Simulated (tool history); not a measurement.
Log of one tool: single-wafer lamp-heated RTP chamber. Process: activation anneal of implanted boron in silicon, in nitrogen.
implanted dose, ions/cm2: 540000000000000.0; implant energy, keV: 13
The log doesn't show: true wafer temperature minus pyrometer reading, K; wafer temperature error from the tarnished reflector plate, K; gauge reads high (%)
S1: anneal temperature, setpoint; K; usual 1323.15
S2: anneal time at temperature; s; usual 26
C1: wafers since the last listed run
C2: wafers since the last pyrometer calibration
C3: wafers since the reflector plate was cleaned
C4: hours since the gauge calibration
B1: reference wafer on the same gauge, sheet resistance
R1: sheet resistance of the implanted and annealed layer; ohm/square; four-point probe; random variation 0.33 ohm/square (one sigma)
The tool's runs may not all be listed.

{"run": 1, "hour": 0.0, "S1": 1323.15, "S2": 26, "C1": 0, "C2": 4657, "C3": 1453, "C4": 590.4, "B1": 240.49, "R1": 218.1}
{"hour": 48.5, "done": "pyrometer window cleaned and pyrometer calibrated"}
{"run": 2, "hour": 60.9, "S1": 1323.15, "S2": 26, "C1": 909, "C2": 212, "C3": 2362, "C4": 651.3, "B1": 240.57, "R1": 217.48}
{"run": 3, "hour": 132.6, "S1": 1323.15, "S2": 26, "C1": 1232, "C2": 1445, "C3": 3595, "C4": 723.0, "B1": 240.64, "R1": 218.1}
{"run": 4, "hour": 335.2, "S1": 1337.15, "S2": 26, "C1": 3482, "C2": 4927, "C3": 7078, "C4": 925.6, "B1": 241.02, "R1": 216.85}
{"run": 5, "hour": 359.5, "S1": 1337.15, "S2": 26, "C1": 417, "C2": 5345, "C3": 7496, "C4": 949.9, "B1": 240.94, "R1": 216.77}
{"hour": 370.7, "done": "reflector plate cleaned"}
{"run": 6, "hour": 407.9, "S1": 1323.15, "S2": 26, "C1": 694, "C2": 6040, "C3": 639, "C4": 998.3, "B1": 241.05, "R1": 218.19}
{"hour": 432.0, "done": "pyrometer window cleaned and pyrometer calibrated"}
{"run": 7, "hour": 477.6, "S1": 1323.15, "S2": 26, "C1": 1060, "C2": 784, "C3": 1700, "C4": 1068.0, "B1": 241.14, "R1": 218.1}
{"run": 8, "hour": 527.5, "S1": 1323.15, "S2": 26, "C1": 857, "C2": 1642, "C3": 2558, "C4": 1117.9, "B1": 241.27, "R1": 218.44}
{"run": 9, "hour": 559.4, "S1": 1307.15, "S2": 26, "C1": 548, "C2": 2190, "C3": 3106, "C4": 1149.8, "B1": 241.24, "R1": 219.45}
{"run": 10, "hour": 586.2, "S1": 1307.15, "S2": 26, "C1": 460, "C2": 2651, "C3": 3567, "C4": 1176.6, "B1": 241.28, "R1": 219.71}
{"run": 11, "hour": 646.7, "S1": 1307.15, "S2": 26, "C1": 1040, "C2": 3691, "C3": 4607, "C4": 1237.1, "B1": 241.57, "R1": 219.63}
{"run": 12, "hour": 704.1, "S1": 1323.15, "S2": 26, "C1": 986, "C2": 4678, "C3": 5593, "C4": 1294.5, "B1": 241.6, "R1": 218.6}
{"run": 13, "hour": 763.3, "S1": 1323.15, "S2": 26, "C1": 1017, "C2": 5695, "C3": 6611, "C4": 1353.7, "B1": 241.8, "R1": 218.7}
{"hour": 795.9, "done": "pyrometer window cleaned and pyrometer calibrated"}
{"run": 14, "hour": 796.4, "S1": 1323.15, "S2": 26, "C1": 431, "C2": 7, "C3": 7043, "C4": 1386.8, "B1": 241.86, "R1": 219.04}
{"hour": 808.8, "done": "reflector plate cleaned"}
{"run": 15, "hour": 858.9, "S1": 1323.15, "S2": 26, "C1": 936, "C2": 944, "C3": 861, "C4": 1449.3, "B1": 241.97, "R1": 219.49}
{"run": 16, "hour": 896.1, "S1": 1323.15, "S2": 31, "C1": 639, "C2": 1584, "C3": 1501, "C4": 1486.5, "B1": 242.01, "R1": 218.2}
{"run": 17, "hour": 928.1, "S1": 1323.15, "S2": 31, "C1": 550, "C2": 2134, "C3": 2051, "C4": 1518.5, "B1": 242.16, "R1": 218.78}
{"run": 18, "hour": 977.2, "S1": 1323.15, "S2": 21, "C1": 844, "C2": 2978, "C3": 2895, "C4": 1567.6, "B1": 242.27, "R1": 220.14}
{"run": 19, "hour": 1015.0, "S1": 1340.15, "S2": 26, "C1": 649, "C2": 3628, "C3": 3545, "C4": 1605.4, "B1": 242.33, "R1": 218.0}
{"run": 20, "hour": 1086.1, "S1": 1323.15, "S2": 26, "C1": 1222, "C2": 4850, "C3": 4767, "C4": 1676.5, "B1": 242.64, "R1": 219.4}
{"hour": 1115.7, "done": "pyrometer window cleaned and pyrometer calibrated"}
{"run": 21, "hour": 1136.8, "S1": 1323.15, "S2": 26, "C1": 734, "C2": 362, "C3": 5501, "C4": 1727.2, "B1": 242.72, "R1": 219.54}
{"run": 22, "hour": 1192.4, "S1": 1314.15, "S2": 16, "C1": 955, "C2": 1318, "C3": 6457, "C4": 1782.8, "B1": 242.87, "R1": 221.88}
{"hour": 1193.8, "done": "gauge calibrated"}
{"run": 23, "hour": 1217.8, "S1": 1305.15, "S2": 19, "C1": 436, "C2": 1755, "C3": 6893, "C4": 24.0, "B1": 239.89, "R1": 219.22}
{"hour": 1246.9, "done": "reflector plate cleaned"}
{"run": 24, "hour": 1267.7, "S1": 1345.15, "S2": 40, "C1": 720, "C2": 2475, "C3": 357, "C4": 73.9, "B1": 239.96, "R1": 212.53}
{"run": 25, "hour": 1313.2, "S1": 1339.15, "S2": 26, "C1": 782, "C2": 3257, "C3": 1139, "C4": 119.4, "B1": 240.03, "R1": 215.9}
{"run": 26, "hour": 1365.5, "S1": 1353.15, "S2": 38, "C1": 899, "C2": 4156, "C3": 2038, "C4": 171.7, "B1": 240.0, "R1": 212.67}
{"run": 27, "hour": 1410.3, "S1": 1339.15, "S2": 18, "C1": 770, "C2": 4926, "C3": 2808, "C4": 216.5, "B1": 240.01, "R1": 217.06}
{"run": 28, "hour": 1479.6, "S1": 1332.15, "S2": 20, "C1": 1191, "C2": 6118, "C3": 3999, "C4": 285.8, "B1": 240.09, "R1": 217.73}
{"hour": 1498.4, "done": "pyrometer window cleaned and pyrometer calibrated"}
{"run": 29, "hour": 1504.4, "S1": 1323.15, "S2": 26, "C1": 288, "C2": 103, "C3": 4288, "C4": 310.6, "B1": 240.09, "R1": 217.28}
{"run": 30, "hour": 1553.4, "S1": 1312.15, "S2": 35, "C1": 842, "C2": 946, "C3": 5130, "C4": 359.6, "B1": 240.08, "R1": 216.73}
{"run": 31, "hour": 1620.1, "S1": 1341.15, "S2": 22, "C1": 1146, "C2": 2092, "C3": 6277, "C4": 426.3, "B1": 240.18, "R1": 216.7}
{"run": 32, "hour": 1676.7, "S1": 1352.15, "S2": 17, "C1": 973, "C2": 3065, "C3": 7250, "C4": 482.9, "B1": 240.21, "R1": 217.0}
{"hour": 1688.0, "done": "reflector plate cleaned"}
{"run": 33, "hour": 1746.5, "S1": 1308.15, "S2": 38, "C1": 1062, "C2": 4128, "C3": 1006, "C4": 552.7, "B1": 240.34, "R1": 217.39}
{"run": 34, "hour": 1815.2, "S1": 1332.15, "S2": 20, "C1": 1181, "C2": 5309, "C3": 2187, "C4": 621.4, "B1": 240.37, "R1": 217.92}
{"run": 35, "hour": 1854.4, "S1": 1339.15, "S2": 18, "C1": 673, "C2": 5983, "C3": 2861, "C4": 660.6, "B1": 240.36, "R1": 216.99}

What the log doesn't show, run by run:
true wafer temperature minus pyrometer reading, K: 0 in every run
wafer temperature error from the tarnished reflector plate, K: 0 in every run
H1: gauge reads high (%)
run=1 H1=0.197
run=2 H1=0.224
run=3 H1=0.259
run=4 H1=0.378
run=5 H1=0.394
run=6 H1=0.428
run=7 H1=0.479
run=8 H1=0.518
run=9 H1=0.544
run=10 H1=0.566
run=11 H1=0.618
run=12 H1=0.67
run=13 H1=0.726
run=14 H1=0.758
run=15 H1=0.822
run=16 H1=0.861
run=17 H1=0.895
run=18 H1=0.949
run=19 H1=0.992
run=20 H1=1.07
run=21 H1=1.14
run=22 H1=1.21
run=23 H1=0.0007
run=24 H1=0.00244
run=25 H1=0.00558
run=26 H1=0.011
run=27 H1=0.0172
run=28 H1=0.0296
run=29 H1=0.0349
run=30 H1=0.0466
run=31 H1=0.0653
run=32 H1=0.0837
run=33 H1=0.109
run=34 H1=0.138
run=35 H1=0.156

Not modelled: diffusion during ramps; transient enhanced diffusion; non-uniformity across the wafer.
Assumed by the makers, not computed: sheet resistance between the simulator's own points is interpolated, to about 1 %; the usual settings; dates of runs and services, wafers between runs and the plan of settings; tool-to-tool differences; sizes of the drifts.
